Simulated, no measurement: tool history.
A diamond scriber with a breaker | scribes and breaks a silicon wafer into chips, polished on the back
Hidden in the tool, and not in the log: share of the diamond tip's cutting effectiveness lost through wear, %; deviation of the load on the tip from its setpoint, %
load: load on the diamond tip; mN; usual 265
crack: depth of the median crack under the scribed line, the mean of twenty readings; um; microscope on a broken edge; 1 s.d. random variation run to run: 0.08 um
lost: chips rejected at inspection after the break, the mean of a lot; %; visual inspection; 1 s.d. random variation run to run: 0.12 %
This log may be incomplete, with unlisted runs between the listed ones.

run	hour	load	wafers since the last listed run	hours since the diamond tip was replaced	hours since the load on the tip was calibrated	incoming depth of the damage left on the back of the incoming wafer, um	crack	lost
1	0.0	265	0	611.5	74.2	0.01	7.81	2.95
2	17.2	265	24	628.7	91.4	0.05	7.81	3.34
3	39.7	312	31	651.2	113.9	0.01	8.53	1.92
4	74.8	312	49	686.3	149.0	0.04	8.53	1.84
5	106.3	265	44	717.8	180.5	0.04	7.65	3.39
6	124.2	265	25	735.7	198.4	0.03	7.86	3.52
7	155.0	265	43	766.5	229.2	0.04	7.83	3.19
8	178.3	239	32	789.8	252.5	0.02	7.10	6.17
9	198.7	265	28	810.2	272.9	0.02	7.68	3.96
10	225.2	265	37	836.7	299.4	0.02	7.66	3.78
11	237.6	265	17	849.1	311.8	0.03	7.70	3.82
12	270.6	265	46	882.1	344.8	0.02	7.55	4.12
13	291.1	265	28	902.6	365.3	0.05	7.66	3.85
14	365.5	265	104	977.0	439.7	0.04	7.63	4.36
15	390.7	265	35	1002.2	464.9	0.02	7.56	4.37
16	416.7	265	36	1028.2	490.9	0.01	7.47	4.85
17	449.0	287	45	1060.5	523.2	0.02	7.84	3.34
18	474.8	287	36	1086.3	549.0	0.03	7.70	3.02
# hour 490.7: diamond tip replaced by a new one
19	493.1	295	22	2.4	567.3	0.04	8.81	2.34
20	505.7	265	17	15.0	579.9	0.04	8.47	1.63
21	524.9	201	27	34.2	599.1	0.01	7.04	8.11
22	538.1	210	18	47.4	612.3	0.04	7.37	6.40
# hour 550.7: load on the tip recalibrated
23	564.9	206	34	74.2	14.2	0.01	7.22	7.29
24	585.7	344	29	95.0	35.0	0.02	9.73	6.16
25	600.2	265	20	109.5	49.5	0.03	8.22	1.82
26	621.0	203	29	130.3	70.3	0.04	7.01	8.65
27	638.3	202	24	147.6	87.6	0.04	7.00	9.27
28	674.1	231	50	183.4	123.4	0.03	7.60	3.91
29	687.0	186	18	196.3	136.3	0.03	6.66	13.41
30	715.9	224	40	225.2	165.2	0.03	7.30	5.30
31	731.8	226	22	241.1	181.1	0.04	7.40	5.33
32	759.5	306	38	268.8	208.8	0.03	8.76	2.51
33	788.5	265	40	297.8	237.8	0.02	8.08	2.08
34	808.0	265	27	317.3	257.3	0.03	8.16	2.11
35	837.2	214	41	346.5	286.5	0.05	7.11	7.44
36	852.3	308	21	361.6	301.6	0.02	8.91	2.39
37	874.7	265	31	384.0	324.0	0.03	7.92	1.96
38	904.1	290	41	413.4	353.4	0.03	8.51	1.86
39	916.9	265	18	426.2	366.2	0.04	7.99	2.30
40	943.3	265	37	452.6	392.6	0.01	8.15	2.22
41	961.1	226	25	470.4	410.4	0.02	7.33	5.36
42	978.6	306	24	487.9	427.9	0.04	8.74	2.13
43	1000.1	189	30	509.4	449.4	0.01	6.56	14.20

Entry by entry between the runs, the difference in hidden state between the last listed run before and the first listed run after:
After run 18, before run 19: diamond tip replaced by a new one (hour 490.7)
  share of the diamond tip's cutting effectiveness lost through wear, %: 17.1 -> 0.838
  measured less the result without the state, crack: -1.03 -> -0.05 um; lost: +0.78 -> -0.14 %
After run 22, before run 23: load on the tip recalibrated (hour 550.7)
  share of the diamond tip's cutting effectiveness lost through wear, %: 1.48 -> 1.86
  measured less the result without the state, crack: -0.07 -> -0.09 um; lost: +0.59 -> +0.80 %

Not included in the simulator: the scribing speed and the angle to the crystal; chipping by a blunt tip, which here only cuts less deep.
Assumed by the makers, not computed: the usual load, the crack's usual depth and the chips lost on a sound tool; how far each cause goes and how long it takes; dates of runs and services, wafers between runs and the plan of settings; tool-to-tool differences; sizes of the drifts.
